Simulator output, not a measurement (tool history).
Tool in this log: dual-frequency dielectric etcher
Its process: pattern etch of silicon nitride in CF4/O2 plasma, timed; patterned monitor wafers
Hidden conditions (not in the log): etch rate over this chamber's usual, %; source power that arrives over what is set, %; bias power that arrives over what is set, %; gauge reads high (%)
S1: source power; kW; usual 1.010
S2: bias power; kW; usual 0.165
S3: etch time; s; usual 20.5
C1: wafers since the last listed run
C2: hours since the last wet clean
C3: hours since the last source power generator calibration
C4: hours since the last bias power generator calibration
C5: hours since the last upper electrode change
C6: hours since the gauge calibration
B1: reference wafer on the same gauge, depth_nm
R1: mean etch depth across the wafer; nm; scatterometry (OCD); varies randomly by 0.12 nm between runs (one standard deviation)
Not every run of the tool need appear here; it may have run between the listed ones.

run,hour,S1,S2,S3,C1,C2,C3,C4,C5,C6,B1,R1
1,0.0,1.010,0.165,20.5,0,64.9,3339.7,2778.3,2782.5,159.0,82.5,80.5
2,30.7,1.010,0.165,20.5,438,95.6,3370.4,2809.0,2813.2,189.7,82.5,80.6
3,47.1,1.010,0.165,20.5,234,112.0,3386.8,2825.4,2829.6,206.1,82.5,80.4
4,65.7,1.010,0.140,20.5,265,130.6,3405.4,2844.0,2848.2,224.7,82.5,75.9
5,80.1,1.010,0.140,20.5,205,145.0,3419.8,2858.4,2862.6,239.1,82.5,75.9
6,114.4,1.010,0.140,20.5,490,179.3,3454.1,2892.7,2896.9,273.4,82.5,75.7
7,131.3,1.010,0.165,20.5,241,196.2,3471.0,2909.6,2913.8,290.3,82.5,80.2
8,153.6,0.920,0.165,20.5,318,218.5,3493.3,2931.9,2936.1,312.6,82.5,72.7
# hour 165.3: gauge calibrated
# hour 200.7: upper electrode replaced
9,201.2,1.010,0.165,20.5,337,266.1,3540.9,2979.5,0.5,35.9,82.5,80.3
10,209.4,1.010,0.165,20.5,117,274.3,3549.1,2987.7,8.7,44.1,82.5,79.9
11,235.2,0.900,0.165,20.5,368,300.1,3574.9,3013.5,34.5,69.9,82.5,70.7
12,341.9,0.900,0.165,20.5,1524,406.8,3681.6,3120.2,141.2,176.6,82.5,70.7
13,365.4,1.010,0.165,20.5,335,430.3,3705.1,3143.7,164.7,200.1,82.5,79.9
# hour 402.2: wet clean of the chamber
14,402.7,1.010,0.165,20.5,190,0.5,3742.4,3181.0,202.0,237.4,82.5,80.9
15,404.4,1.150,0.165,20.5,24,2.2,3744.1,3182.7,203.7,239.1,82.5,92.7
# hour 415.3: source power generator calibrated
16,417.1,1.010,0.176,20.5,124,14.9,1.8,3195.4,216.4,251.8,82.5,79.3
17,452.0,1.010,0.204,24.0,498,49.8,36.7,3230.3,251.3,286.7,82.5,98.0
# hour 465.6: gauge calibrated
18,470.5,1.010,0.165,18.5,264,68.3,55.2,3248.8,269.8,4.9,82.5,70.0
# hour 497.6: bias power generator calibrated
19,502.3,1.010,0.165,20.5,397,100.1,87.0,4.7,301.6,36.7,82.5,77.5
20,528.1,1.010,0.135,20.5,368,125.9,112.8,30.5,327.4,62.5,82.4,72.3
21,556.8,0.930,0.165,20.5,410,154.6,141.5,59.2,356.1,91.2,82.5,71.0
22,587.3,1.250,0.134,20.5,435,185.1,172.0,89.7,386.6,121.7,82.5,89.6
23,609.5,1.210,0.193,25.0,317,207.3,194.2,111.9,408.8,143.9,82.6,120.6
24,624.5,1.010,0.165,20.5,214,222.3,209.2,126.9,423.8,158.9,82.5,77.5
25,650.8,0.920,0.191,18.5,375,248.6,235.5,153.2,450.1,185.2,82.5,66.6

Below are 3 alternative next runs, each starting from the tool's condition after run 25. Predict each:
A,651.2,1.010,0.165,20.5,5,249.0,235.9,153.6,450.5,185.6,?,?
B,651.2,1.010,0.144,20.5,5,249.0,235.9,153.6,450.5,185.6,?,?
C,651.2,1.140,0.165,20.5,5,249.0,235.9,153.6,450.5,185.6,?,?

run,B1,R1
A,82.5,77.5
B,82.5,73.8
C,82.5,87.9
Take away the tool's hidden state, keep each run's random variation, and the runs would have read:
run,R1
A,77.2
B,73.6
C,87.6

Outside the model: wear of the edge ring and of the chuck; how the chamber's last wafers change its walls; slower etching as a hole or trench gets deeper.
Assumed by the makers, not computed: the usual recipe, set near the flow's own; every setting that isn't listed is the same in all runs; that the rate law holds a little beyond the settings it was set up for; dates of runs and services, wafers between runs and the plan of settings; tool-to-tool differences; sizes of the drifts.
